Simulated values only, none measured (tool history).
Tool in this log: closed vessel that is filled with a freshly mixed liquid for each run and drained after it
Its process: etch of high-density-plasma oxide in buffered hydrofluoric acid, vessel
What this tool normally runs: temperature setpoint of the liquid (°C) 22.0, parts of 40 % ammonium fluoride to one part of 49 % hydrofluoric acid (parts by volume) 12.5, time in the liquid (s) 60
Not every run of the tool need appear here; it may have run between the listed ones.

run,hour,temperature setpoint of the liquid (°C),parts of 40 % ammonium fluoride to one part of 49 % hydrofluoric acid (parts by volume),time in the liquid (s),"read-back film thickness of the high-density-plasma oxide reference wafer, read on the same gauge (nm)",thickness taken off the high-density-plasma oxide on a monitor wafer (Å)
1,0.0,22.0,12.5,60,90.02,748.0
2,9.2,25.0,12.5,60,90.02,863.2
3,22.3,25.0,12.5,60,90.02,883.3
4,31.6,25.0,12.5,60,90.02,879.4
5,46.3,22.0,12.5,60,89.95,755.6
6,61.2,22.0,12.5,60,89.99,752.5
7,70.1,22.0,12.5,60,89.98,752.7
8,78.6,19.5,12.5,80,90.01,885.2
9,85.7,19.5,12.5,80,89.99,879.6
10,101.7,19.5,12.5,80,90.00,879.0
11,114.7,20.0,12.5,60,89.96,685.7
12,129.2,20.0,12.5,60,90.02,685.0
13,142.7,22.0,12.5,60,90.02,772.4
14,149.8,22.0,14.5,60,89.97,665.9
# hour 161.7: hydrofluoric acid flow meter replaced
15,172.1,22.0,12.5,60,89.96,696.3
# hour 172.3: gauge calibrated
# hour 178.0: thermometer replaced
16,189.6,24.0,12.5,60,90.02,663.2
17,195.9,19.5,12.5,80,89.95,693.1
18,206.6,25.5,16.5,60,90.00,547.3
19,216.9,20.0,12.5,60,89.99,534.8
20,233.2,23.5,15.5,80,90.01,708.3
21,249.6,22.0,12.5,60,89.98,601.5
22,260.2,19.5,15.0,95,89.95,699.5
23,272.1,19.0,12.5,60,89.98,506.4
24,283.0,23.5,10.0,90,89.97,1208.9
25,295.6,22.0,17.0,45,90.01,338.6
26,303.8,22.0,12.5,60,90.03,615.0

Table of differences, measured result less the result of that run with no hidden state. Run-to-run variation is the same in both. Gauge scatter possibly is not:
Hidden conditions of the tool in this case: liquid hotter than its thermometer reads (K); hydrofluoric acid flow above the setpoint (%); gauge reads high (%).
run,thickness taken off the high-density-plasma oxide on a monitor wafer (Å)
1,+165.8
2,+190.9
3,+197.8
4,+198.4
5,+174.5
6,+176.0
7,+177.3
8,+211.6
9,+211.6
10,+214.1
11,+168.4
12,+170.2
13,+192.6
14,+167.3
15,+117.1
16,+16.3
17,+18.4
18,+15.9
19,+17.0
20,+25.5
21,+24.2
22,+30.4
23,+23.4
24,+44.5
25,+17.7
26,+33.3
